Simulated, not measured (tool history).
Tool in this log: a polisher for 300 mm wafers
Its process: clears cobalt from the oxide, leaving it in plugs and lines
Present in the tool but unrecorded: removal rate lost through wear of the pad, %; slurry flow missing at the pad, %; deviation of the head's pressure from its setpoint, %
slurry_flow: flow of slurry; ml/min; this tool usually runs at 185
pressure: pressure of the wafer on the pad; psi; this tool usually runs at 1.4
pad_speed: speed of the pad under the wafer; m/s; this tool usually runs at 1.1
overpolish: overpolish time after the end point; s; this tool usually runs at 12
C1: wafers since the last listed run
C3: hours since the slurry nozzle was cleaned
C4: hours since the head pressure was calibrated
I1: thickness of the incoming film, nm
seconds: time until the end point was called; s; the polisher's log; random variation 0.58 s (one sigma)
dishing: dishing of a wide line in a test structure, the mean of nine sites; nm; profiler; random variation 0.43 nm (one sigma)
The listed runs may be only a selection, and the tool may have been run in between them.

{"run": 1, "hour": 0.0, "slurry_flow": 185, "pressure": 1.7, "pad_speed": 1.1, "overpolish": 14, "C1": 0, "wafers polished on this pad": 234, "C3": 293.8, "C4": 731.8, "I1": 233.8, "seconds": 55.4, "dishing": 40}
{"run": 2, "hour": 31.1, "slurry_flow": 185, "pressure": 1.7, "pad_speed": 1.1, "overpolish": 14, "C1": 298, "wafers polished on this pad": 532, "C3": 324.9, "C4": 762.9, "I1": 229.9, "seconds": 55.1, "dishing": 39}
{"run": 3, "hour": 59.3, "slurry_flow": 185, "pressure": 1.4, "pad_speed": 1.1, "overpolish": 7, "C1": 270, "wafers polished on this pad": 803, "C3": 353.1, "C4": 791.1, "I1": 228.3, "seconds": 68.8, "dishing": 20.7}
{"run": 4, "hour": 74.2, "slurry_flow": 185, "pressure": 1.4, "pad_speed": 1.1, "overpolish": 7, "C1": 143, "wafers polished on this pad": 946, "C3": 368, "C4": 806, "I1": 232.6, "seconds": 69.7, "dishing": 20}
{"run": 5, "hour": 90.2, "slurry_flow": 185, "pressure": 1.4, "pad_speed": 1.1, "overpolish": 7, "C1": 153, "wafers polished on this pad": 1099, "C3": 384, "C4": 822, "I1": 232.9, "seconds": 71.6, "dishing": 20.3}
{"run": 6, "hour": 125.8, "slurry_flow": 185, "pressure": 1.4, "pad_speed": 1.1, "overpolish": 12, "C1": 341, "wafers polished on this pad": 1441, "C3": 419.6, "C4": 857.6, "I1": 232.2, "seconds": 72, "dishing": 30.1}
{"run": 7, "hour": 145.8, "slurry_flow": 185, "pressure": 1.4, "pad_speed": 1.1, "overpolish": 12, "C1": 191, "wafers polished on this pad": 1633, "C3": 439.6, "C4": 877.6, "I1": 229.1, "seconds": 71.3, "dishing": 30.5}
{"hour": 170.7, "done": "worn pad replaced by a new one"}
{"run": 8, "hour": 174.0, "slurry_flow": 185, "pressure": 1.4, "pad_speed": 1.1, "overpolish": 14, "C1": 232, "wafers polished on this pad": 31, "C3": 467.8, "C4": 905.8, "I1": 228.4, "seconds": 63.1, "dishing": 35.9}
{"run": 9, "hour": 199.6, "slurry_flow": 185, "pressure": 1.4, "pad_speed": 1.1, "overpolish": 14, "C1": 245, "wafers polished on this pad": 277, "C3": 493.4, "C4": 931.4, "I1": 230.1, "seconds": 66.7, "dishing": 35.4}
{"run": 10, "hour": 232.2, "slurry_flow": 185, "pressure": 1.4, "pad_speed": 1.1, "overpolish": 14, "C1": 312, "wafers polished on this pad": 589, "C3": 526, "C4": 964, "I1": 229.4, "seconds": 68.2, "dishing": 34.3}
{"run": 11, "hour": 257.9, "slurry_flow": 185, "pressure": 1.4, "pad_speed": 1.1, "overpolish": 12, "C1": 246, "wafers polished on this pad": 836, "C3": 551.7, "C4": 989.7, "I1": 230.8, "seconds": 69.8, "dishing": 30}
{"run": 12, "hour": 274.5, "slurry_flow": 185, "pressure": 1.4, "pad_speed": 1.1, "overpolish": 12, "C1": 159, "wafers polished on this pad": 995, "C3": 568.3, "C4": 1006.3, "I1": 233, "seconds": 70.5, "dishing": 31.3}
{"run": 13, "hour": 293.3, "slurry_flow": 185, "pressure": 1.4, "pad_speed": 1.1, "overpolish": 12, "C1": 180, "wafers polished on this pad": 1176, "C3": 587.1, "C4": 1025.1, "I1": 231, "seconds": 70.8, "dishing": 30.4}
{"run": 14, "hour": 315.7, "slurry_flow": 185, "pressure": 1.4, "pad_speed": 1.1, "overpolish": 12, "C1": 214, "wafers polished on this pad": 1391, "C3": 609.5, "C4": 1047.5, "I1": 232.8, "seconds": 71.9, "dishing": 31}
{"run": 15, "hour": 345.5, "slurry_flow": 185, "pressure": 1.4, "pad_speed": 1.1, "overpolish": 12, "C1": 286, "wafers polished on this pad": 1677, "C3": 639.3, "C4": 1077.3, "I1": 229.2, "seconds": 70.4, "dishing": 30.5}
{"hour": 361.0, "done": "worn pad replaced by a new one, of another model than before"}
{"run": 16, "hour": 373.2, "slurry_flow": 185, "pressure": 1.4, "pad_speed": 1.1, "overpolish": 12, "C1": 227, "wafers polished on this pad": 117, "C3": 667, "C4": 1105, "I1": 230, "seconds": 64.9, "dishing": 32}
{"run": 17, "hour": 406.5, "slurry_flow": 125, "pressure": 1.6, "pad_speed": 0.96, "overpolish": 19, "C1": 319, "wafers polished on this pad": 436, "C3": 700.3, "C4": 1138.3, "I1": 232.9, "seconds": 74.2, "dishing": 40.9}
{"hour": 420.0, "done": "head pressure recalibrated"}
{"run": 18, "hour": 422.5, "slurry_flow": 230, "pressure": 1.4, "pad_speed": 1, "overpolish": 12, "C1": 134, "wafers polished on this pad": 571, "C3": 716.3, "C4": 2.5, "I1": 227.8, "seconds": 69.7, "dishing": 31}
{"run": 19, "hour": 461.4, "slurry_flow": 165, "pressure": 1.9, "pad_speed": 1.1, "overpolish": 12, "C1": 373, "wafers polished on this pad": 944, "C3": 755.2, "C4": 41.4, "I1": 230.3, "seconds": 56.7, "dishing": 35.1}
{"hour": 481.3, "done": "slurry nozzle cleaned"}
{"run": 20, "hour": 481.8, "slurry_flow": 160, "pressure": 1.8, "pad_speed": 0.78, "overpolish": 8, "C1": 186, "wafers polished on this pad": 1130, "C3": 0.5, "C4": 61.8, "I1": 229.1, "seconds": 74.8, "dishing": 21.2}
{"run": 21, "hour": 499.8, "slurry_flow": 220, "pressure": 1.9, "pad_speed": 0.9, "overpolish": 14, "C1": 172, "wafers polished on this pad": 1303, "C3": 18.5, "C4": 79.8, "I1": 229.6, "seconds": 63.7, "dishing": 36}
{"run": 22, "hour": 520.7, "slurry_flow": 185, "pressure": 1.4, "pad_speed": 1.1, "overpolish": 12, "C1": 200, "wafers polished on this pad": 1504, "C3": 39.4, "C4": 100.7, "I1": 233.6, "seconds": 71.5, "dishing": 30.8}
{"hour": 543.3, "done": "worn pad replaced by a new one"}
{"run": 23, "hour": 550.3, "slurry_flow": 205, "pressure": 1.4, "pad_speed": 1.44, "overpolish": 12, "C1": 245, "wafers polished on this pad": 67, "C3": 69, "C4": 130.3, "I1": 230.5, "seconds": 51.4, "dishing": 37.6}
{"run": 24, "hour": 570.4, "slurry_flow": 185, "pressure": 1, "pad_speed": 1.1, "overpolish": 12, "C1": 192, "wafers polished on this pad": 260, "C3": 89.1, "C4": 150.4, "I1": 228.4, "seconds": 80.7, "dishing": 27.5}
{"run": 25, "hour": 604.5, "slurry_flow": 185, "pressure": 1.5, "pad_speed": 1.1, "overpolish": 12, "C1": 327, "wafers polished on this pad": 587, "C3": 123.2, "C4": 184.5, "I1": 227.5, "seconds": 64.5, "dishing": 32.9}
{"run": 26, "hour": 623.5, "slurry_flow": 185, "pressure": 1.4, "pad_speed": 1.1, "overpolish": 12, "C1": 182, "wafers polished on this pad": 770, "C3": 142.2, "C4": 203.5, "I1": 228.5, "seconds": 69.1, "dishing": 30.6}
{"run": 27, "hour": 636.7, "slurry_flow": 125, "pressure": 1.4, "pad_speed": 1.1, "overpolish": 12, "C1": 126, "wafers polished on this pad": 896, "C3": 155.4, "C4": 216.7, "I1": 225.7, "seconds": 74.2, "dishing": 29.1}
{"run": 28, "hour": 664.8, "slurry_flow": 185, "pressure": 1.7, "pad_speed": 1.1, "overpolish": 14, "C1": 269, "wafers polished on this pad": 1166, "C3": 183.5, "C4": 244.8, "I1": 229.3, "seconds": 60.8, "dishing": 37.4}
{"run": 29, "hour": 679.8, "slurry_flow": 185, "pressure": 1.7, "pad_speed": 1.1, "overpolish": 18, "C1": 143, "wafers polished on this pad": 1310, "C3": 198.5, "C4": 259.8, "I1": 229.7, "seconds": 61.9, "dishing": 44}
{"run": 30, "hour": 709.7, "slurry_flow": 185, "pressure": 1.4, "pad_speed": 0.82, "overpolish": 12, "C1": 286, "wafers polished on this pad": 1597, "C3": 228.4, "C4": 289.7, "I1": 228.8, "seconds": 84.9, "dishing": 26.1}
{"hour": 720.8, "done": "worn pad replaced by a new one"}
{"run": 31, "hour": 738.1, "slurry_flow": 185, "pressure": 1.8, "pad_speed": 1.1, "overpolish": 9, "C1": 234, "wafers polished on this pad": 166, "C3": 256.8, "C4": 318.1, "I1": 231.9, "seconds": 55.5, "dishing": 29.7}
{"run": 32, "hour": 750.9, "slurry_flow": 205, "pressure": 1.4, "pad_speed": 1.1, "overpolish": 18, "C1": 122, "wafers polished on this pad": 289, "C3": 269.6, "C4": 330.9, "I1": 232.9, "seconds": 66.5, "dishing": 41.1}
{"run": 33, "hour": 777.8, "slurry_flow": 235, "pressure": 1.4, "pad_speed": 1.1, "overpolish": 15, "C1": 258, "wafers polished on this pad": 547, "C3": 296.5, "C4": 357.8, "I1": 230.4, "seconds": 67.3, "dishing": 36.8}
{"run": 34, "hour": 809.1, "slurry_flow": 185, "pressure": 1.8, "pad_speed": 1.22, "overpolish": 17, "C1": 300, "wafers polished on this pad": 847, "C3": 327.8, "C4": 389.1, "I1": 231.5, "seconds": 54.6, "dishing": 44.7}
{"run": 35, "hour": 833.8, "slurry_flow": 185, "pressure": 1.4, "pad_speed": 1.1, "overpolish": 12, "C1": 237, "wafers polished on this pad": 1084, "C3": 352.5, "C4": 413.8, "I1": 229.2, "seconds": 70.3, "dishing": 30.6}

What if the next run were any one of these 4? Each begins from the tool's condition after run 35:
{"run": "A", "hour": 834.2, "slurry_flow": 185, "pressure": 1.4, "pad_speed": 1.2, "overpolish": 12, "C1": 3, "wafers polished on this pad": 1088, "C3": 352.9, "C4": 414.2, "I1": 230.3, "seconds": "?", "dishing": "?"}
{"run": "B", "hour": 834.2, "slurry_flow": 185, "pressure": 1.1, "pad_speed": 1.1, "overpolish": 12, "C1": 3, "wafers polished on this pad": 1088, "C3": 352.9, "C4": 414.2, "I1": 230.3, "seconds": "?", "dishing": "?"}
{"run": "C", "hour": 834.2, "slurry_flow": 215, "pressure": 1.1, "pad_speed": 1.1, "overpolish": 16, "C1": 3, "wafers polished on this pad": 1088, "C3": 352.9, "C4": 414.2, "I1": 230.3, "seconds": "?", "dishing": "?"}
{"run": "D", "hour": 834.2, "slurry_flow": 185, "pressure": 1.4, "pad_speed": 1.1, "overpolish": 10, "C1": 3, "wafers polished on this pad": 1088, "C3": 352.9, "C4": 414.2, "I1": 230.3, "seconds": "?", "dishing": "?"}

run=A seconds=65 dishing=32.6
run=B seconds=80.5 dishing=27.9
run=C seconds=78.7 dishing=34.9
run=D seconds=69.1 dishing=27.3
With no hidden state in the tool, these same runs would have given:
run=A seconds=58.4 dishing=35.1
run=B seconds=72.2 dishing=30.2
run=C seconds=70.6 dishing=37.5
run=D seconds=62 dishing=29.6
